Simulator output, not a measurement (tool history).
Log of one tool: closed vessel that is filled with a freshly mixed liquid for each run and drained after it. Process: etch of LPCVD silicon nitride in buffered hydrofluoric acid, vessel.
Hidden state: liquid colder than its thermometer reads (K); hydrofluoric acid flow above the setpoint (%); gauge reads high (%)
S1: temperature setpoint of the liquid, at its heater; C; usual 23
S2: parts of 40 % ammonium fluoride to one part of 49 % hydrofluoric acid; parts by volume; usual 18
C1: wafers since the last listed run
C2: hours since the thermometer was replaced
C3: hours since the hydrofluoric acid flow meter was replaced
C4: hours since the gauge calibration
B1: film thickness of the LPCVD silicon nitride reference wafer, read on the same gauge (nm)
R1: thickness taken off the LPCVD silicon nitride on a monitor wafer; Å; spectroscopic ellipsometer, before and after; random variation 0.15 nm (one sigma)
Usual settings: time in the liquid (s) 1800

run 1 day=0 | S1=25 S2=18 time_in_the_liquid_(s)=1800 | C1=0 C2=1140.2 C3=401.8 C4=761.8 | B1=130 | R1=180.1
-- day=0.346 hydrofluoric acid flow meter replaced
run 2 day=3.742 | S1=27 S2=18 time_in_the_liquid_(s)=1800 | C1=2070 C2=1230 C3=81.5 C4=851.6 | B1=130.03 | R1=189
run 3 day=6.4 | S1=27 S2=18 time_in_the_liquid_(s)=1800 | C1=1487 C2=1293.8 C3=145.3 C4=915.4 | B1=130.03 | R1=188.3
run 4 day=9.396 | S1=27 S2=18 time_in_the_liquid_(s)=1800 | C1=1676 C2=1365.7 C3=217.2 C4=987.3 | B1=130 | R1=194.2
run 5 day=13.883 | S1=23 S2=18 time_in_the_liquid_(s)=1800 | C1=2511 C2=1473.4 C3=324.9 C4=1095 | B1=130 | R1=160
run 6 day=18.183 | S1=23 S2=18 time_in_the_liquid_(s)=1055 | C1=2405 C2=1576.6 C3=428.1 C4=1198.2 | B1=130 | R1=93.7
-- day=18.225 hydrofluoric acid flow meter replaced
run 7 day=20.867 | S1=23 S2=18 time_in_the_liquid_(s)=1055 | C1=1479 C2=1641 C3=63.4 C4=1262.6 | B1=129.94 | R1=88.4
run 8 day=24.721 | S1=23 S2=18 time_in_the_liquid_(s)=1055 | C1=2157 C2=1733.5 C3=155.9 C4=1355.1 | B1=129.99 | R1=89.9
run 9 day=26.562 | S1=23 S2=18 time_in_the_liquid_(s)=1800 | C1=1030 C2=1777.7 C3=200.1 C4=1399.3 | B1=129.96 | R1=156.5
-- day=28.529 thermometer replaced
run 10 day=30.542 | S1=23 S2=18 time_in_the_liquid_(s)=1800 | C1=2203 C2=48.3 C3=295.6 C4=1494.8 | B1=130.02 | R1=159.3
run 11 day=34.404 | S1=23 S2=18 time_in_the_liquid_(s)=1800 | C1=2161 C2=141 C3=388.3 C4=1587.5 | B1=129.99 | R1=160.8
run 12 day=36.788 | S1=19.5 S2=15.5 time_in_the_liquid_(s)=875 | C1=1333 C2=198.2 C3=445.5 C4=1644.7 | B1=130.01 | R1=75.2
-- day=37.492 hydrofluoric acid flow meter replaced
-- day=38.075 gauge calibrated
run 13 day=40.992 | S1=24.5 S2=24.5 time_in_the_liquid_(s)=1025 | C1=2329 C2=299.1 C3=84 C4=70 | B1=130.03 | R1=73
run 14 day=44.788 | S1=23 S2=18 time_in_the_liquid_(s)=1310 | C1=2124 C2=390.2 C3=175.1 C4=161.1 | B1=130.02 | R1=114.6
-- day=57.617 hydrofluoric acid flow meter replaced
run 15 day=57.638 | S1=26 S2=21 time_in_the_liquid_(s)=1400 | C1=7168 C2=698.6 C3=0.5 C4=469.5 | B1=130.02 | R1=119.7
run 16 day=59.129 | S1=27.5 S2=14.5 time_in_the_liquid_(s)=1800 | C1=834 C2=734.4 C3=36.3 C4=505.3 | B1=129.95 | R1=237.9
run 17 day=62.8 | S1=23 S2=18 time_in_the_liquid_(s)=1800 | C1=2054 C2=822.5 C3=124.4 C4=593.4 | B1=129.98 | R1=154.7
run 18 day=65.708 | S1=20 S2=23 time_in_the_liquid_(s)=2485 | C1=1627 C2=892.3 C3=194.2 C4=663.2 | B1=130.04 | R1=149.2
run 19 day=72.508 | S1=23 S2=18 time_in_the_liquid_(s)=1365 | C1=3805 C2=1055.5 C3=357.4 C4=826.4 | B1=129.99 | R1=120.4
run 20 day=76.238 | S1=25 S2=14 time_in_the_liquid_(s)=1315 | C1=2087 C2=1145 C3=446.9 C4=915.9 | B1=130.01 | R1=167.8
-- day=76.438 hydrofluoric acid flow meter replaced
run 21 day=79.804 | S1=19.5 S2=18 time_in_the_liquid_(s)=1800 | C1=1972 C2=1230.6 C3=80.8 C4=1001.5 | B1=130.01 | R1=124.3

The same runs without the tool's hidden state, with the same run-to-run variation:
run=1 R1=167.7
run=2 R1=185.9
run=3 R1=183.2
run=4 R1=186.6
run=5 R1=151
run=6 R1=86.9
run=7 R1=87.3
run=8 R1=87.3
run=9 R1=150.9
run=10 R1=151.1
run=11 R1=150.1
run=12 R1=69.6
run=13 R1=71.6
run=14 R1=109.7
run=15 R1=119.6
run=16 R1=236.1
run=17 R1=151.2
run=18 R1=145.6
run=19 R1=113.1
run=20 R1=155.4
run=21 R1=122.2

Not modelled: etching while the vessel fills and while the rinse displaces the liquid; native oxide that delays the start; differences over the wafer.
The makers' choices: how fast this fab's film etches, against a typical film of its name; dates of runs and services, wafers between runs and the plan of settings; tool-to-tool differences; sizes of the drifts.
